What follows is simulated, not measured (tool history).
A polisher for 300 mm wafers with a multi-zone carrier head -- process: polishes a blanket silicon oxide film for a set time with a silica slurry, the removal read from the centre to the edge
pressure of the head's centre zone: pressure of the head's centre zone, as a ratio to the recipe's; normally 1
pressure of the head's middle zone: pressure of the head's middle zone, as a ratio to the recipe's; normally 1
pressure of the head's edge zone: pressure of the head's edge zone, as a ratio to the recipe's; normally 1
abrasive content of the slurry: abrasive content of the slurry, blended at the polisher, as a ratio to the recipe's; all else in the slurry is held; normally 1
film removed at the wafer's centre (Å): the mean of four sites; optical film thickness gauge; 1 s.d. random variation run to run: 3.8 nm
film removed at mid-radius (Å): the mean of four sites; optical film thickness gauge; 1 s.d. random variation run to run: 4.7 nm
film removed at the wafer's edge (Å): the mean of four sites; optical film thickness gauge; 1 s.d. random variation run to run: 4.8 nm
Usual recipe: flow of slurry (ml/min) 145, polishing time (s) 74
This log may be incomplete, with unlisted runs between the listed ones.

run	hour	flow of slurry (ml/min)	pressure of the head's centre zone	pressure of the head's middle zone	pressure of the head's edge zone	abrasive content of the slurry	polishing time (s)	wafers since the last listed run	wafers polished on this pad	hours since the slurry nozzle was cleaned	hours since the centre zone pressure was calibrated	hours since the edge zone pressure was calibrated	hours since the carrier head's membrane was replaced	incoming thickness of the incoming film, nm	film removed at the wafer's centre (Å)	film removed at mid-radius (Å)	film removed at the wafer's edge (Å)
1	0	145	1	1	1	1	74	0	40	756.6	629.5	700.6	788.7	1021.6	2887	3073	3203
2	17	145	1	1	1	1	74	164	205	773.6	646.5	717.6	805.7	1031.5	2934	3037	3146
3	30.1	145	1	1	1	1	74	126	331	786.7	659.6	730.7	818.8	1012.4	2929	3025	3235
4	41.4	145	1	1	1	1	74	109	441	798	670.9	742	830.1	1031.6	2855	3026	3200
5	47.5	145	1	1	1	1	74	58	500	804.1	677	748.1	836.2	1012.8	2905	2956	3236
# hour 57.3: worn pad replaced by a new one
6	57.8	145	1	1	1	1	74	60	4	814.4	687.3	758.4	846.5	1012.1	2969	3101	3139
7	63.3	145	1	1	1	1	74	53	57	819.9	692.8	763.9	852	1026.6	2968	3011	3187
# hour 77.2: carrier head's membrane replaced by a new one
8	78.4	145	1	1	1	1	74	97	155	835	707.9	779	1.2	1023.1	2862	3006	3241
9	86.4	145	1	1	1	1	74	77	232	843	715.9	787	9.2	1029.3	2907	3073	3188
10	103	145	1	1	1	1.1	88	160	393	859.6	732.5	803.6	25.8	1005.5	3654	3800	3950
# hour 118: slurry nozzle cleaned
# hour 121.6: worn pad replaced by a new one
11	122.1	145	1	1	1	1	74	139	4	4.1	751.6	822.7	44.9	1018.5	3527	3562	3630
# hour 133.9: edge zone pressure recalibrated
12	134.4	145	1	1	1	1	74	99	104	16.4	763.9	0.5	57.2	1035.8	3490	3594	3577
# hour 144.3: centre zone pressure recalibrated
13	146.8	145	0.89	0.91	1	1	74	100	204	28.8	2.5	12.9	69.6	1012.8	3101	3286	3469
14	159.5	145	0.92	1	1	1	74	122	327	41.5	15.2	25.6	82.3	1020.2	3172	3564	3607
# hour 172: worn pad replaced by a new one
15	175.5	145	1	1	1	1	74	116	33	57.5	31.2	41.6	98.3	1024.3	3512	3539	3575
16	190.9	145	1	1	1	1	74	148	182	72.9	46.6	57	113.7	1031.7	3417	3492	3504
17	202.5	145	1	1	1	0.7	74	112	294	84.5	58.2	68.6	125.3	1003.8	2832	2824	2845
18	212.3	145	1	1	1	1	89	94	389	94.3	68	78.4	135.1	1020.5	4119	4162	4100
19	222	100	1.06	1	1	1	74	93	483	104	77.7	88.1	144.8	1026.4	3151	3105	3219
# hour 231.1: worn pad replaced by a new one
20	232.4	120	1	1	1	1	74	61	12	114.4	88.1	98.5	155.2	1021.9	3181	3300	3269
21	242.2	145	1	1	1	1	74	94	107	124.2	97.9	108.3	165	1005.6	3385	3540	3502

Below are 4 alternative next runs, each starting from the tool's condition after run 21. Predict each:
A	242.6	145	1	1	1	1	74	3	111	124.6	98.3	108.7	165.4	1030.8	?	?	?
B	242.6	145	0.89	1	1	1	74	3	111	124.6	98.3	108.7	165.4	1030.8	?	?	?
C	242.6	145	1	0.89	0.89	1	74	3	111	124.6	98.3	108.7	165.4	1030.8	?	?	?
D	242.6	145	1.1	1	1.06	1	63	3	111	124.6	98.3	108.7	165.4	1030.8	?	?	?

run	film removed at the wafer's centre (Å)	film removed at mid-radius (Å)	film removed at the wafer's edge (Å)
A	3359	3401	3480
B	2987	3403	3480
C	3357	3086	3300
D	3148	2894	3049
With no hidden state in the tool, these same runs would have given:
run	film removed at the wafer's centre (Å)	film removed at mid-radius (Å)	film removed at the wafer's edge (Å)
A	3525	3548	3586
B	3135	3550	3586
C	3523	3219	3400
D	3304	3019	3141
